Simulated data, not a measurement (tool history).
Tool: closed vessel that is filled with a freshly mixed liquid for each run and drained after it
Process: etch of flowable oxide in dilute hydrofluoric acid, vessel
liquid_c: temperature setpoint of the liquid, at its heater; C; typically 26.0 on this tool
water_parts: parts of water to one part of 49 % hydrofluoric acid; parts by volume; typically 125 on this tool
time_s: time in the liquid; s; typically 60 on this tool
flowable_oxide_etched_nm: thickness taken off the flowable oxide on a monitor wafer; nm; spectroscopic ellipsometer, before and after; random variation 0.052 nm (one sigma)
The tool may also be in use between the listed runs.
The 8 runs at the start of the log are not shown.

| run | hour | liquid_c | water_parts | time_s | read-back film thickness of the flowable oxide reference wafer, read on the same gauge (nm) | flowable_oxide_etched_nm |
|---|---|---|---|---|---|---|
| 9 | 97.8 | 26.0 | 125 | 60 | 70.01 | 16.71 |
| 10 | 112.4 | 26.0 | 125 | 60 | 70.00 | 16.73 |
| 11 | 118.6 | 26.0 | 125 | 60 | 70.01 | 16.62 |
| 12 | 129.5 | 23.5 | 125 | 30 | 69.99 | 7.54 |
| 13 | 142.2 | 28.0 | 155 | 60 | 70.00 | 13.97 |
| 14 | 149.0 | 24.5 | 165 | 75 | 70.04 | 14.29 |
| 15 | 164.9 | 30.0 | 125 | 60 | 70.00 | 19.37 |
| 16 | 173.2 | 26.0 | 100 | 50 | 70.02 | 17.89 |
| 17 | 190.3 | 26.0 | 125 | 60 | 69.99 | 16.61 |
| 18 | 216.0 | 24.5 | 140 | 60 | 70.00 | 13.76 |
| 19 | 229.7 | 29.5 | 150 | 85 | 70.04 | 21.51 |
|  | 239.6 | gauge calibrated |
| 20 | 241.5 | 26.0 | 125 | 60 | 70.04 | 16.63 |
| 21 | 247.6 | 26.0 | 75 | 90 | 70.01 | 44.33 |
| 22 | 253.7 | 26.0 | 150 | 80 | 70.00 | 17.92 |
| 23 | 272.4 | 26.0 | 150 | 60 | 69.97 | 13.34 |
| 24 | 289.3 | 26.0 | 125 | 60 | 70.02 | 16.59 |
| 25 | 296.8 | 30.0 | 180 | 30 | 70.01 | 6.18 |
| 26 | 311.8 | 26.0 | 125 | 60 | 69.99 | 16.48 |
| 27 | 324.0 | 21.5 | 180 | 45 | 70.00 | 6.76 |
| 28 | 341.0 | 22.0 | 90 | 75 | 70.01 | 25.62 |
| 29 | 352.2 | 30.0 | 155 | 60 | 69.97 | 14.88 |
| 30 | 368.3 | 24.5 | 145 | 30 | 70.00 | 6.55 |
| 31 | 374.9 | 30.0 | 125 | 85 | 70.02 | 27.03 |
| 32 | 387.1 | 26.0 | 175 | 30 | 70.01 | 5.55 |
| 33 | 393.2 | 23.0 | 180 | 80 | 70.00 | 12.70 |

Branching from run 33: 5 alternative next runs. What would each branch give?
| A | 393.9 | 26.0 | 125 | 60 | ? | ? |
| B | 393.9 | 26.0 | 75 | 60 | ? | ? |
| C | 393.9 | 29.0 | 125 | 80 | ? | ? |
| D | 393.9 | 26.0 | 150 | 90 | ? | ? |
| E | 393.9 | 26.0 | 110 | 30 | ? | ? |

| run | read-back film thickness of the flowable oxide reference wafer, read on the same gauge (nm) | flowable_oxide_etched_nm |
|---|---|---|
| A | 70.01 | 16.54 |
| B | 70.01 | 29.44 |
| C | 70.01 | 24.69 |
| D | 70.01 | 20.05 |
| E | 70.01 | 9.58 |
Without the tool's hidden state the same runs would have given:
| run | flowable_oxide_etched_nm |
|---|---|
| A | 16.87 |
| B | 29.99 |
| C | 25.19 |
| D | 20.46 |
| E | 9.77 |
